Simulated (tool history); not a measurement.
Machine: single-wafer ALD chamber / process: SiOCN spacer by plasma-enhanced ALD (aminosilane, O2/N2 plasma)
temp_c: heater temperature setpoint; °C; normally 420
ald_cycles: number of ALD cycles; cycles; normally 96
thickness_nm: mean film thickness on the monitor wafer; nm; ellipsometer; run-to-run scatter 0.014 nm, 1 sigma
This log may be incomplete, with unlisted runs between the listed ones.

| run | hour | temp_c | ald_cycles | wafers since the last listed run | hours since the last thermocouple change | hours since the gauge calibration | read-back reference wafer on the same gauge, thickness_nm | thickness_nm |
|---|---|---|---|---|---|---|---|---|
| 1 | 0.0 | 420 | 96 | 0 | 1403.6 | 354.3 | 6.110 | 5.530 |
| 2 | 47.3 | 420 | 96 | 178 | 1450.9 | 401.6 | 6.098 | 5.499 |
|  | 85.5 | gauge calibrated |
| 3 | 109.4 | 420 | 96 | 234 | 1513.0 | 23.9 | 6.180 | 5.591 |
| 4 | 149.2 | 420 | 83 | 150 | 1552.8 | 63.7 | 6.172 | 4.825 |
| 5 | 214.7 | 424 | 96 | 247 | 1618.3 | 129.2 | 6.156 | 5.497 |
| 6 | 253.0 | 424 | 96 | 144 | 1656.6 | 167.5 | 6.150 | 5.511 |
| 7 | 277.6 | 420 | 96 | 93 | 1681.2 | 192.1 | 6.143 | 5.554 |
| 8 | 347.8 | 420 | 96 | 265 | 1751.4 | 262.3 | 6.126 | 5.540 |
| 9 | 405.6 | 420 | 96 | 218 | 1809.2 | 320.1 | 6.115 | 5.534 |
| 10 | 440.4 | 420 | 96 | 131 | 1844.0 | 354.9 | 6.108 | 5.539 |
| 11 | 481.6 | 433 | 96 | 155 | 1885.2 | 396.1 | 6.097 | 5.289 |
|  | 504.9 | gauge calibrated |
| 12 | 545.1 | 433 | 91 | 240 | 1948.7 | 40.2 | 6.184 | 5.079 |
| 13 | 585.7 | 420 | 96 | 153 | 1989.3 | 80.8 | 6.175 | 5.579 |
|  | 610.5 | thermocouple changed; heater temperature recalibrated |
| 14 | 622.3 | 420 | 96 | 108 | 11.8 | 117.4 | 6.167 | 5.566 |
| 15 | 647.6 | 420 | 111 | 95 | 37.1 | 142.7 | 6.161 | 6.456 |
| 16 | 696.0 | 435 | 110 | 183 | 85.5 | 191.1 | 6.151 | 6.042 |
| 17 | 742.1 | 420 | 83 | 174 | 131.6 | 237.2 | 6.138 | 4.802 |
| 18 | 797.6 | 429 | 82 | 209 | 187.1 | 292.7 | 6.128 | 4.595 |

Consider 5 possible next runs. They are alternatives, not a sequence: every one starts from the tool as it was left by run 18. What does each give?
| A | 798.2 | 420 | 106 | 2 | 187.7 | 293.3 | ? | ? |
| B | 798.2 | 431 | 81 | 2 | 187.7 | 293.3 | ? | ? |
| C | 798.2 | 414 | 88 | 2 | 187.7 | 293.3 | ? | ? |
| D | 798.2 | 427 | 102 | 2 | 187.7 | 293.3 | ? | ? |
| E | 798.2 | 411 | 115 | 2 | 187.7 | 293.3 | ? | ? |

| run | read-back reference wafer on the same gauge, thickness_nm | thickness_nm |
|---|---|---|
| A | 6.126 | 6.115 |
| B | 6.126 | 4.502 |
| C | 6.126 | 5.178 |
| D | 6.126 | 5.747 |
| E | 6.126 | 6.832 |
Without the tool's unlogged condition, the same runs would have read:
| run | thickness_nm |
|---|---|
| A | 6.177 |
| B | 4.547 |
| C | 5.230 |
| D | 5.805 |
| E | 6.902 |
